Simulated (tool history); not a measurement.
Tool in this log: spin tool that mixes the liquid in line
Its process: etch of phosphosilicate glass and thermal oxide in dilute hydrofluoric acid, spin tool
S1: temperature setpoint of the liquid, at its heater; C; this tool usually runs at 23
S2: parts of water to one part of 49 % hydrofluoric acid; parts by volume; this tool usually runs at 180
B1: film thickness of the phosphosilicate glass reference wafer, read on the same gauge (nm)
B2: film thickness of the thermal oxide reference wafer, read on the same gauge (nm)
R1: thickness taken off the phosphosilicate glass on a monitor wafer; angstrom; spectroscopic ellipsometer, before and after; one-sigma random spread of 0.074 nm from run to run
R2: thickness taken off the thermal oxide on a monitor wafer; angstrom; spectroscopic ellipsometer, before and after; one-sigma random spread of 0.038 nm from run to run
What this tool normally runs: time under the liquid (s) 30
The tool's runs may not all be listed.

run 1 hour=0 | S1=23 S2=180 time_under_the_liquid_(s)=30 | B1=70.01 B2=109.995 | R1=102.8 R2=6.58
run 2 hour=30.7 | S1=23 S2=180 time_under_the_liquid_(s)=30 | B1=69.99 B2=110.016 | R1=102.2 R2=6.21
run 3 hour=51.7 | S1=23 S2=180 time_under_the_liquid_(s)=30 | B1=70.01 B2=109.995 | R1=102.1 R2=7.36
run 4 hour=75.1 | S1=23 S2=160 time_under_the_liquid_(s)=30 | B1=69.98 B2=109.978 | R1=117.4 R2=8.15
run 5 hour=102.4 | S1=23 S2=180 time_under_the_liquid_(s)=30 | B1=70 B2=110.003 | R1=103.3 R2=6.92
run 6 hour=121.2 | S1=23 S2=180 time_under_the_liquid_(s)=30 | B1=69.98 B2=109.96 | R1=102.1 R2=6.92
run 7 hour=144.5 | S1=23 S2=180 time_under_the_liquid_(s)=30 | B1=69.98 B2=110.003 | R1=102.7 R2=6.68
run 8 hour=165.7 | S1=23 S2=180 time_under_the_liquid_(s)=30 | B1=69.99 B2=109.996 | R1=102.2 R2=6.94
run 9 hour=198.2 | S1=23 S2=180 time_under_the_liquid_(s)=30 | B1=70.04 B2=109.992 | R1=102.1 R2=6.06
run 10 hour=212 | S1=23 S2=180 time_under_the_liquid_(s)=25 | B1=69.98 B2=109.963 | R1=84.6 R2=5.75
run 11 hour=240.6 | S1=25 S2=240 time_under_the_liquid_(s)=30 | B1=69.96 B2=110.029 | R1=77.7 R2=5.01
run 12 hour=269.4 | S1=23 S2=180 time_under_the_liquid_(s)=30 | B1=69.99 B2=110.012 | R1=102 R2=6.35
run 13 hour=303.3 | S1=19.5 S2=220 time_under_the_liquid_(s)=30 | B1=70 B2=110.007 | R1=69.8 R2=4.56
-- hour=317.2 hydrofluoric acid flow meter replaced
run 14 hour=330.2 | S1=23 S2=180 time_under_the_liquid_(s)=30 | B1=69.99 B2=110.003 | R1=102.7 R2=7.48
-- hour=339.8 thermometer replaced
run 15 hour=353.6 | S1=23 S2=145 time_under_the_liquid_(s)=30 | B1=70 B2=109.99 | R1=132.8 R2=8.54
-- hour=356.1 gauge calibrated
run 16 hour=371 | S1=23 S2=180 time_under_the_liquid_(s)=45 | B1=70.02 B2=109.987 | R1=154.4 R2=9.77
run 17 hour=387 | S1=25.5 S2=155 time_under_the_liquid_(s)=40 | B1=69.99 B2=110.005 | R1=180.8 R2=12.13
run 18 hour=410.8 | S1=23 S2=180 time_under_the_liquid_(s)=15 | B1=70 B2=109.989 | R1=50.3 R2=3.62
run 19 hour=433.9 | S1=23 S2=180 time_under_the_liquid_(s)=30 | B1=69.99 B2=109.998 | R1=101.4 R2=6.94
run 20 hour=455.9 | S1=23 S2=180 time_under_the_liquid_(s)=40 | B1=69.99 B2=110.01 | R1=138 R2=9.95
run 21 hour=527.5 | S1=23 S2=210 time_under_the_liquid_(s)=20 | B1=70.02 B2=109.981 | R1=57 R2=3.92
run 22 hour=554.4 | S1=27.5 S2=155 time_under_the_liquid_(s)=25 | B1=70.01 B2=109.999 | R1=121.7 R2=7.36
run 23 hour=588.1 | S1=24.5 S2=250 time_under_the_liquid_(s)=50 | B1=70.01 B2=109.986 | R1=120.4 R2=7.89
run 24 hour=615 | S1=18.5 S2=145 time_under_the_liquid_(s)=15 | B1=70 B2=109.982 | R1=55.4 R2=3.79
run 25 hour=643.6 | S1=18.5 S2=180 time_under_the_liquid_(s)=30 | B1=70.02 B2=109.983 | R1=84.3 R2=5.22

Consider 5 possible next runs. They are alternatives, not a sequence: every one starts from the tool as it was left by run 25. What does each give?
run A hour=644 | S1=26.5 S2=180 time_under_the_liquid_(s)=30 | B1=? B2=? | R1=? R2=?
run B hour=644 | S1=23 S2=100 time_under_the_liquid_(s)=45 | B1=? B2=? | R1=? R2=?
run C hour=644 | S1=19 S2=145 time_under_the_liquid_(s)=50 | B1=? B2=? | R1=? R2=?
run D hour=644 | S1=23 S2=215 time_under_the_liquid_(s)=30 | B1=? B2=? | R1=? R2=?
run E hour=644 | S1=23 S2=155 time_under_the_liquid_(s)=30 | B1=? B2=? | R1=? R2=?

run=A B1=69.97 B2=110.003 R1=115.3 R2=7.71
run=B B1=69.97 B2=110.003 R1=299.2 R2=20.02
run=C B1=69.97 B2=110.003 R1=185.8 R2=12.43
run=D B1=69.97 B2=110.003 R1=81.7 R2=5.46
run=E B1=69.97 B2=110.003 R1=120.8 R2=8.08
With no hidden state in the tool, these same runs would have given:
run=A R1=115.3 R2=7.71
run=B R1=299.2 R2=20.02
run=C R1=185.8 R2=12.43
run=D R1=81.7 R2=5.46
run=E R1=120.8 R2=8.08
